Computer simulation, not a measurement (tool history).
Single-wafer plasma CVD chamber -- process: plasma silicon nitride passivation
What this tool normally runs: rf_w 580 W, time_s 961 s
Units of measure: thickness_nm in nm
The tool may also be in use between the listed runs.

run	hour	rf_w	time_s	read-back reference wafer on the same gauge, thickness_nm	thickness_nm
1	0	610	961	1240.213	1432.907
2	24.9	610	961	1240.132	1431.62
3	53.8	525	961	1240.025	1376.511
4	66.9	525	961	1239.615	1380.206
5	99.1	525	961	1240.235	1379.691
6	127.9	580	961	1239.874	1414.166
7	144.8	580	961	1240.391	1416.453
8	165.5	580	961	1240.581	1416.771
9	182.1	580	961	1239.423	1414.114
10	216.4	580	961	1240.003	1415.249
11	252.2	580	961	1239.397	1419.676
12	286.6	580	961	1239.923	1415.057
13	311.7	580	961	1240.066	1413.431
14	342.9	665	855	1239.912	1304.72
15	374.9	580	961	1239.84	1441.151
16	408	580	839	1240.149	1260.803
17	430	580	961	1240.09	1438.855
18	447.5	490	961	1239.311	1378.278
19	477.3	665	1107	1240.125	1712.395
20	503.8	580	961	1240.527	1437.453
21	531.6	680	1039	1240.268	1619.236
22	560.4	470	1019	1239.922	1446.022
23	586.1	580	961	1239.736	1437.504
24	602.4	660	1117	1240.317	1729.047
25	631.7	495	789	1240.213	1131.253

Withheld: 4 entries from between the runs. Position of each, and hidden state at the listed run before versus the listed run after:
In the gap between runs 1 and 2: gauge calibrated (hour 18.4)
  delivered RF power above the setpoint (%): -8.05 -> -8.06
  measured result minus the result with no hidden state, thickness_nm: -30.935 -> -30.961 nm
In the gap between runs 14 and 15: RF generator calibrated (hour 355.7)
  delivered RF power above the setpoint (%): -8.2 -> -0.735
  measured result minus the result with no hidden state, thickness_nm: -28.724 -> -2.726 nm
In the gap between runs 15 and 16: showerhead replaced (hour 407.2)
  delivered RF power above the setpoint (%): -0.735 -> -1.07
  measured result minus the result with no hidden state, thickness_nm: -2.726 -> -3.493 nm
In the gap between runs 18 and 19: gauge calibrated (hour 449.8)
  delivered RF power above the setpoint (%): -1.46 -> -1.74
  measured result minus the result with no hidden state, thickness_nm: -5.203 -> -7.712 nm

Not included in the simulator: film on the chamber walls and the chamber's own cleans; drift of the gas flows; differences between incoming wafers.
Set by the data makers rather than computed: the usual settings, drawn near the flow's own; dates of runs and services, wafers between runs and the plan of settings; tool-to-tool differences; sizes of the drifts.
